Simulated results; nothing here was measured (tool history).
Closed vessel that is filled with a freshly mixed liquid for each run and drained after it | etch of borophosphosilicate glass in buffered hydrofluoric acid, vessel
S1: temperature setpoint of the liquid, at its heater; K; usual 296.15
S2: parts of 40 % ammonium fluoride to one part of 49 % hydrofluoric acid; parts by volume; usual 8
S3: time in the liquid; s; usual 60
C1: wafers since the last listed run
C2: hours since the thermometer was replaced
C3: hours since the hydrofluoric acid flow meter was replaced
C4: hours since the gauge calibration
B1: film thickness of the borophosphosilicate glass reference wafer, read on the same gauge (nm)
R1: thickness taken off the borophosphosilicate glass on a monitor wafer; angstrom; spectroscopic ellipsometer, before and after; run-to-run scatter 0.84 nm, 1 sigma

run,day,S1,S2,S3,C1,C2,C3,C4,B1,R1
1,0,296.15,8,60,0,188.2,357,285.1,80.01,2194.5
2,0.358,296.15,8,60,599,196.8,365.6,293.7,80.01,2205.2
3,0.825,296.15,8,60,781,208,376.8,304.9,80.01,2189.7
4,1.538,296.15,8,60,1192,225.1,393.9,322,80,2171.4
5,1.871,296.15,8,60,557,233.1,401.9,330,80.04,2187
6,2.517,296.15,8,60,1081,248.6,417.4,345.5,79.98,2174.2
7,2.825,296.15,8,60,516,256,424.8,352.9,80.01,2154
8,3.346,293.65,8,45,871,268.5,437.3,365.4,80.04,1422.7
9,3.7,293.65,8,45,592,277,445.8,373.9,80.01,1424
10,4.192,293.65,8,45,822,288.8,457.6,385.7,79.99,1413.5
11,4.85,296.15,8,60,1101,304.6,473.4,401.5,79.96,2169.9
12,5.521,296.15,8,60,1122,320.7,489.5,417.6,79.99,2148.3
13,6.008,296.15,8,60,815,332.4,501.2,429.3,79.99,2158.1
14,6.429,296.15,8,60,704,342.5,511.3,439.4,79.99,2168.9
15,6.971,291.65,5.5,60,906,355.5,524.3,452.4,80.02,2428.5
16,8.658,292.65,10,50,2824,396,564.8,492.9,79.98,1211.7
17,9.342,296.15,8,60,1143,412.4,581.2,509.3,79.98,2150.5
# day 9.642: gauge calibrated
18,10.033,298.65,8,60,1157,429,597.8,9.4,80.01,2453.5
# day 10.138: thermometer replaced
19,10.658,296.15,8,60,976,12.5,612.8,24.4,80,2185.8
20,11.171,296.15,10,45,857,24.8,625.1,36.7,80,1348.1
# day 11.662: hydrofluoric acid flow meter replaced
21,13.342,296.15,8,60,3563,76.9,40.3,88.8,80.02,2233.8
22,14.65,296.15,8,60,2189,108.3,71.7,120.2,80,2215
23,15.112,296.15,8,45,774,119.4,82.8,131.3,79.98,1654.8
24,15.512,296.15,5.5,90,669,129,92.4,140.9,79.97,4778.8
25,16.1,300.65,6,95,983,143.1,106.5,155,79.97,5925.7
26,16.617,299.15,8,60,864,155.5,118.9,167.4,79.96,2615.5
27,17.271,296.15,8,60,1094,171.2,134.6,183.1,80.02,2198.7
28,17.6,292.15,6.5,50,550,179.1,142.5,191,80,1842.4
29,17.988,298.65,8,40,648,188.4,151.8,200.3,80,1685.2
30,18.592,299.15,8,60,1011,202.9,166.3,214.8,79.98,2596.7
31,18.946,296.15,8,35,592,211.4,174.8,223.3,80,1283.6

Consider 4 possible next runs. They are alternatives, not a sequence: every one starts from the tool as it was left by run 31. What does each give?
A,18.975,296.15,10,60,48,212.1,175.5,224,?,?
B,18.975,292.15,9.5,75,48,212.1,175.5,224,?,?
C,18.975,292.15,8,60,48,212.1,175.5,224,?,?
D,18.975,296.15,8,80,48,212.1,175.5,224,?,?

run,B1,R1
A,80,1811.6
B,80,1881.1
C,80,1768.4
D,80,2937.5
Without the tool's unlogged condition, the same runs would have read:
run,R1
A,1861.5
B,1930.4
C,1819.3
D,3020.4

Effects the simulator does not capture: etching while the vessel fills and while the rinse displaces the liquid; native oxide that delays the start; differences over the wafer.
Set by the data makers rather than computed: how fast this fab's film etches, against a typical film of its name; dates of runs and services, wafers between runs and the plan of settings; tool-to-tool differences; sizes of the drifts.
